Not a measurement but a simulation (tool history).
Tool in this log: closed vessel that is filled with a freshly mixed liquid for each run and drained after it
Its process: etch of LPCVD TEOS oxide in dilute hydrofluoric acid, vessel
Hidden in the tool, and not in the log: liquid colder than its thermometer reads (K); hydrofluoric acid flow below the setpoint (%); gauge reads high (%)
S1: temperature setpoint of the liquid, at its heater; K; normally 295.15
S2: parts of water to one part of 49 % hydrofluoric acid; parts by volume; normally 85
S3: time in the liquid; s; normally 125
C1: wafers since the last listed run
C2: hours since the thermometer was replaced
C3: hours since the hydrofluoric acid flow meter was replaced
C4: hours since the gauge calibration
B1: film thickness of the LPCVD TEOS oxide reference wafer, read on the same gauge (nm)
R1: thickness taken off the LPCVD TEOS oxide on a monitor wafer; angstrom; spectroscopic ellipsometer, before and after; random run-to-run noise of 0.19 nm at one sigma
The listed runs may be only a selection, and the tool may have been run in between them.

Run 1, day 0: usual settings but S2 60 parts by volume; C1 0; C2 2102.9; C3 1529.5; C4 241.6; B1 80. Result: R1 678.2 angstrom.
Run 2, day 0.729: usual settings but S2 60 parts by volume; C1 1960; C2 2120.4; C3 1547; C4 259.1; B1 80.02. Result: R1 683.2 angstrom.
Run 3, day 1.292: usual settings but S2 55 parts by volume, S3 100 s; C1 1512; C2 2133.9; C3 1560.5; C4 272.6; B1 79.98. Result: R1 597.8 angstrom.
Run 4, day 1.808: usual settings; C1 1389; C2 2146.3; C3 1572.9; C4 285; B1 80. Result: R1 467.1 angstrom.
Run 5, day 2.092: usual settings; C1 761; C2 2153.1; C3 1579.7; C4 291.8; B1 79.96. Result: R1 467 angstrom.
Run 6, day 2.808: usual settings; C1 1926; C2 2170.3; C3 1596.9; C4 309; B1 80.02. Result: R1 464.9 angstrom.
Run 7, day 3.325: usual settings but S2 115 parts by volume; C1 1389; C2 2182.7; C3 1609.3; C4 321.4; B1 80.01. Result: R1 334.6 angstrom.
Run 8, day 3.738: usual settings but S2 115 parts by volume; C1 1109; C2 2192.6; C3 1619.2; C4 331.3; B1 79.98. Result: R1 334.5 angstrom.
Run 9, day 4.071: usual settings but S2 115 parts by volume; C1 896; C2 2200.6; C3 1627.2; C4 339.3; B1 79.97. Result: R1 332.6 angstrom.
Run 10, day 4.396: usual settings but S2 65 parts by volume, S3 65 s; C1 873; C2 2208.4; C3 1635; C4 347.1; B1 80.04. Result: R1 324.4 angstrom.
Run 11, day 5.079: usual settings but S2 115 parts by volume, S3 180 s; C1 1837; C2 2224.8; C3 1651.4; C4 363.5; B1 79.96. Result: R1 476.7 angstrom.
Run 12, day 5.742: usual settings but S1 292.65 K, S2 70 parts by volume, S3 85 s; C1 1781; C2 2240.7; C3 1667.3; C4 379.4; B1 79.98. Result: R1 353 angstrom.
Run 13, day 6.058: usual settings but S3 180 s; C1 851; C2 2248.3; C3 1674.9; C4 387; B1 80.06. Result: R1 670.4 angstrom.
Run 14, day 6.333: usual settings but S1 299.15 K; C1 739; C2 2254.9; C3 1681.5; C4 393.6; B1 80.02. Result: R1 542.8 angstrom.
Run 15, day 6.883: usual settings but S3 190 s; C1 1478; C2 2268.1; C3 1694.7; C4 406.8; B1 79.97. Result: R1 701.1 angstrom.
Run 16, day 7.55: usual settings but S1 293.65 K, S3 105 s; C1 1792; C2 2284.1; C3 1710.7; C4 422.8; B1 80.02. Result: R1 362.6 angstrom.
Run 17, day 7.888: usual settings but S2 110 parts by volume; C1 907; C2 2292.2; C3 1718.8; C4 430.9; B1 79.97. Result: R1 348.3 angstrom.
At day 7.933: gauge calibrated.
Run 18, day 8.371: usual settings but S1 293.65 K, S2 115 parts by volume, S3 190 s; C1 1299; C2 2303.8; C3 1730.4; C4 10.5; B1 79.98. Result: R1 471.9 angstrom.
Run 19, day 9.067: usual settings but S1 299.15 K, S2 60 parts by volume, S3 160 s; C1 1870; C2 2320.5; C3 1747.1; C4 27.2; B1 79.94. Result: R1 1021.6 angstrom.
At day 9.388: thermometer replaced.
Run 20, day 9.675: usual settings but S1 291.65 K, S2 120 parts by volume, S3 150 s; C1 1523; C2 6.9; C3 1761.7; C4 41.8; B1 80.02. Result: R1 364.5 angstrom.
Run 21, day 10.108: usual settings; C1 1165; C2 17.3; C3 1772.1; C4 52.2; B1 80.01. Result: R1 516.9 angstrom.
At day 10.633: hydrofluoric acid flow meter replaced.
Run 22, day 10.808: usual settings but S1 292.15 K, S3 160 s; C1 1770; C2 34.1; C3 4.2; C4 69; B1 79.99. Result: R1 581.8 angstrom.
Run 23, day 11.212: usual settings but S1 298.15 K, S2 55 parts by volume, S3 90 s; C1 1086; C2 43.8; C3 13.9; C4 78.7; B1 80. Result: R1 667.5 angstrom.
Run 24, day 11.592: usual settings; C1 1019; C2 52.9; C3 23; C4 87.8; B1 79.98. Result: R1 512.5 angstrom.

Forecast run 25:
Run 25, day 12.058: usual settings but S3 65 s; C1 1254; C2 64.1; C3 34.2; C4 99; B1 ?. Result: R1 ?.

B1: 80
R1: 264.9 angstrom
Without the tool's hidden state the same run would have given R1 266 angstrom.

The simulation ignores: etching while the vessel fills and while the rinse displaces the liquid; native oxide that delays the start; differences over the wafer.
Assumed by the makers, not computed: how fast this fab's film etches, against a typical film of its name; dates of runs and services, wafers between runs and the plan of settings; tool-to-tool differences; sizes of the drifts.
